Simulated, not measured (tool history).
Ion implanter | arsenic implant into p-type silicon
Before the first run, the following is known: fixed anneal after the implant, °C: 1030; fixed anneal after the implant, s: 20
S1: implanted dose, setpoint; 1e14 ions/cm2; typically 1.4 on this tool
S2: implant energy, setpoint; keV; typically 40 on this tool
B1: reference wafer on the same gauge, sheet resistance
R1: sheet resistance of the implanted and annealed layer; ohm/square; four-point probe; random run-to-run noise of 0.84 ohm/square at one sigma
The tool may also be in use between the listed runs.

| run | hour | S1 | S2 | B1 | R1 |
|---|---|---|---|---|---|
| 1 | 0 | 1.4 | 40 | 570.21 | 481.94 |
| 2 | 97.7 | 1.4 | 40 | 570.04 | 482.3 |
| 3 | 131.4 | 1.4 | 40 | 569.82 | 482.58 |
|  | 147 | Faraday cup replaced and dose calibrated |
| 4 | 149 | 1.4 | 40 | 570.42 | 501.95 |
| 5 | 175.8 | 1.4 | 40 | 570.15 | 501.57 |
|  | 201.9 | gauge calibrated |
| 6 | 205.2 | 1.4 | 40 | 569.44 | 499.78 |
|  | 220.4 | extraction supply calibrated |
| 7 | 226 | 1.4 | 40 | 569.63 | 500.13 |
| 8 | 245 | 1.4 | 40 | 569.89 | 500.19 |
| 9 | 271.1 | 1.02 | 46.5 | 570.15 | 599.51 |
| 10 | 294.6 | 1.02 | 44.5 | 569.63 | 605.3 |
| 11 | 327.6 | 1.4 | 40 | 569.93 | 495.1 |
| 12 | 351.8 | 1.03 | 30 | 569.89 | 645.2 |
| 13 | 375.1 | 1.4 | 46.5 | 570.07 | 481.49 |
| 14 | 398.3 | 1.05 | 32.5 | 570.06 | 624.74 |
| 15 | 429.9 | 1.06 | 53.5 | 569.91 | 564.9 |
| 16 | 451.9 | 1.19 | 47 | 570.25 | 537.45 |

Predict each of these 5 candidate next runs independently; none follows another, all start after run 16:
| A | 452.3 | 1.4 | 40 | ? | ? |
| B | 452.3 | 1.8 | 52.5 | ? | ? |
| C | 452.3 | 1.75 | 52.5 | ? | ? |
| D | 452.3 | 1.24 | 32.5 | ? | ? |
| E | 452.3 | 1.72 | 31 | ? | ? |

| run | B1 | R1 |
|---|---|---|
| A | 569.81 | 494.1 |
| B | 569.81 | 396.22 |
| C | 569.81 | 404.09 |
| D | 569.81 | 557.41 |
| E | 569.81 | 445.47 |
Stripped of hidden state, with their random variation kept, the same runs would have yielded:
| run | R1 |
|---|---|
| A | 500.94 |
| B | 401.76 |
| C | 409.72 |
| D | 565.14 |
| E | 451.91 |
